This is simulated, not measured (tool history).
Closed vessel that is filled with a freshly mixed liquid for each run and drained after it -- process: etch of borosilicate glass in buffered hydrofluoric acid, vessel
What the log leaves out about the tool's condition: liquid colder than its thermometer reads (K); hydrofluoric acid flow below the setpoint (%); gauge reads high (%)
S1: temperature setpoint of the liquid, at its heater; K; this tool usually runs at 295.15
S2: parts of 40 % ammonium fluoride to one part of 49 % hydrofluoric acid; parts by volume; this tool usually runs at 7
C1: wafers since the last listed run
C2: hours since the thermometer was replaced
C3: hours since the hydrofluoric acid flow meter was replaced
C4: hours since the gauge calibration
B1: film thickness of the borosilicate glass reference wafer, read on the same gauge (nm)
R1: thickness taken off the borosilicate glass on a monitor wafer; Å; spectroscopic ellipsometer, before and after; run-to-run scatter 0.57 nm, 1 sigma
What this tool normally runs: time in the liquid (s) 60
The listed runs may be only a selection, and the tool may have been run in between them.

run 1 hour=0 | S1=295.15 S2=7 time_in_the_liquid_(s)=60 | C1=0 C2=615 C3=844.2 C4=67.2 | B1=29.97 | R1=847.6
run 2 hour=36 | S1=295.15 S2=7 time_in_the_liquid_(s)=60 | C1=3542 C2=651 C3=880.2 C4=103.2 | B1=29.98 | R1=845.2
run 3 hour=68.2 | S1=295.15 S2=7 time_in_the_liquid_(s)=60 | C1=3168 C2=683.2 C3=912.4 C4=135.4 | B1=29.99 | R1=854.2
run 4 hour=97.8 | S1=295.15 S2=7 time_in_the_liquid_(s)=60 | C1=2912 C2=712.8 C3=942 C4=165 | B1=29.97 | R1=837.8
run 5 hour=119.7 | S1=296.65 S2=8 time_in_the_liquid_(s)=60 | C1=2155 C2=734.7 C3=963.9 C4=186.9 | B1=29.99 | R1=779.7
run 6 hour=133.2 | S1=296.65 S2=8 time_in_the_liquid_(s)=60 | C1=1328 C2=748.2 C3=977.4 C4=200.4 | B1=29.97 | R1=782
run 7 hour=162.1 | S1=296.65 S2=8 time_in_the_liquid_(s)=60 | C1=2844 C2=777.1 C3=1006.3 C4=229.3 | B1=30.02 | R1=778.7
run 8 hour=187 | S1=293.65 S2=7 time_in_the_liquid_(s)=35 | C1=2450 C2=802 C3=1031.2 C4=254.2 | B1=29.97 | R1=446.8
run 9 hour=205.5 | S1=293.65 S2=7 time_in_the_liquid_(s)=35 | C1=1820 C2=820.5 C3=1049.7 C4=272.7 | B1=29.93 | R1=447.9
run 10 hour=225.5 | S1=295.15 S2=7 time_in_the_liquid_(s)=60 | C1=1968 C2=840.5 C3=1069.7 C4=292.7 | B1=29.98 | R1=836.1
run 11 hour=248 | S1=297.15 S2=7 time_in_the_liquid_(s)=50 | C1=2214 C2=863 C3=1092.2 C4=315.2 | B1=30 | R1=768.5
run 12 hour=269.1 | S1=295.15 S2=7 time_in_the_liquid_(s)=60 | C1=2076 C2=884.1 C3=1113.3 C4=336.3 | B1=30.02 | R1=819.2
run 13 hour=295.2 | S1=295.15 S2=7 time_in_the_liquid_(s)=60 | C1=2568 C2=910.2 C3=1139.4 C4=362.4 | B1=30 | R1=826.7
run 14 hour=309.8 | S1=295.15 S2=7 time_in_the_liquid_(s)=60 | C1=1436 C2=924.8 C3=1154 C4=377 | B1=30.06 | R1=822
run 15 hour=325 | S1=295.15 S2=9 time_in_the_liquid_(s)=60 | C1=1495 C2=940 C3=1169.2 C4=392.2 | B1=30.01 | R1=641.2
run 16 hour=355.7 | S1=295.15 S2=7 time_in_the_liquid_(s)=60 | C1=3021 C2=970.7 C3=1199.9 C4=422.9 | B1=30 | R1=827.2
run 17 hour=381.1 | S1=290.15 S2=9.5 time_in_the_liquid_(s)=60 | C1=2499 C2=996.1 C3=1225.3 C4=448.3 | B1=30.02 | R1=465
run 18 hour=417.1 | S1=295.15 S2=7 time_in_the_liquid_(s)=60 | C1=3542 C2=1032.1 C3=1261.3 C4=484.3 | B1=30 | R1=812.9
run 19 hour=438.9 | S1=295.15 S2=8.5 time_in_the_liquid_(s)=70 | C1=2145 C2=1053.9 C3=1283.1 C4=506.1 | B1=29.99 | R1=769.8
run 20 hour=492.4 | S1=298.15 S2=7 time_in_the_liquid_(s)=60 | C1=5264 C2=1107.4 C3=1336.6 C4=559.6 | B1=29.98 | R1=959.8
-- hour=502.5 thermometer replaced
run 21 hour=512.4 | S1=291.65 S2=9 time_in_the_liquid_(s)=80 | C1=1869 C2=9.9 C3=1356.6 C4=579.6 | B1=29.99 | R1=703.1
run 22 hour=536.3 | S1=295.15 S2=7 time_in_the_liquid_(s)=60 | C1=2351 C2=33.8 C3=1380.5 C4=603.5 | B1=29.96 | R1=815.4
run 23 hour=569.2 | S1=292.15 S2=9 time_in_the_liquid_(s)=90 | C1=3237 C2=66.7 C3=1413.4 C4=636.4 | B1=29.99 | R1=817.7
-- hour=574.9 gauge calibrated
-- hour=587.5 hydrofluoric acid flow meter replaced
run 24 hour=598.8 | S1=297.15 S2=9 time_in_the_liquid_(s)=40 | C1=2814 C2=96.3 C3=11.3 C4=23.9 | B1=30.01 | R1=512.7
run 25 hour=616.3 | S1=295.15 S2=7 time_in_the_liquid_(s)=60 | C1=1722 C2=113.8 C3=28.8 C4=41.4 | B1=30.02 | R1=901
run 26 hour=634.4 | S1=297.65 S2=7 time_in_the_liquid_(s)=60 | C1=1781 C2=131.9 C3=46.9 C4=59.5 | B1=29.99 | R1=1041.9
run 27 hour=649.1 | S1=296.65 S2=8 time_in_the_liquid_(s)=60 | C1=1446 C2=146.6 C3=61.6 C4=74.2 | B1=30.01 | R1=848.4
run 28 hour=680.6 | S1=295.15 S2=7 time_in_the_liquid_(s)=70 | C1=3099 C2=178.1 C3=93.1 C4=105.7 | B1=30 | R1=1050.4
run 29 hour=703.7 | S1=300.15 S2=5 time_in_the_liquid_(s)=80 | C1=2273 C2=201.2 C3=116.2 C4=128.8 | B1=30.02 | R1=2120.7
run 30 hour=725.6 | S1=295.15 S2=8 time_in_the_liquid_(s)=60 | C1=2155 C2=223.1 C3=138.1 C4=150.7 | B1=30.02 | R1=773.7
run 31 hour=752.9 | S1=295.15 S2=7 time_in_the_liquid_(s)=60 | C1=2686 C2=250.4 C3=165.4 C4=178 | B1=30.01 | R1=890.7
run 32 hour=767.2 | S1=295.15 S2=7 time_in_the_liquid_(s)=60 | C1=1407 C2=264.7 C3=179.7 C4=192.3 | B1=30.03 | R1=894

State the hidden condition of the tool at each of the runs:
liquid colder than its thermometer reads (K): 0 across all the runs
gauge reads high (%): 0 across all the runs
H1: hydrofluoric acid flow below the setpoint (%)
run=1 H1=6.21
run=2 H1=6.47
run=3 H1=6.69
run=4 H1=6.9
run=5 H1=7.05
run=6 H1=7.15
run=7 H1=7.35
run=8 H1=7.53
run=9 H1=7.66
run=10 H1=7.8
run=11 H1=7.95
run=12 H1=8.1
run=13 H1=8.29
run=14 H1=8.39
run=15 H1=8.49
run=16 H1=8.71
run=17 H1=8.89
run=18 H1=9.14
run=19 H1=9.29
run=20 H1=9.67
run=21 H1=9.81
run=22 H1=9.98
run=23 H1=10.2
run=24 H1=0.11
run=25 H1=0.233
run=26 H1=0.36
run=27 H1=0.463
run=28 H1=0.684
run=29 H1=0.846
run=30 H1=1
run=31 H1=1.19
run=32 H1=1.29

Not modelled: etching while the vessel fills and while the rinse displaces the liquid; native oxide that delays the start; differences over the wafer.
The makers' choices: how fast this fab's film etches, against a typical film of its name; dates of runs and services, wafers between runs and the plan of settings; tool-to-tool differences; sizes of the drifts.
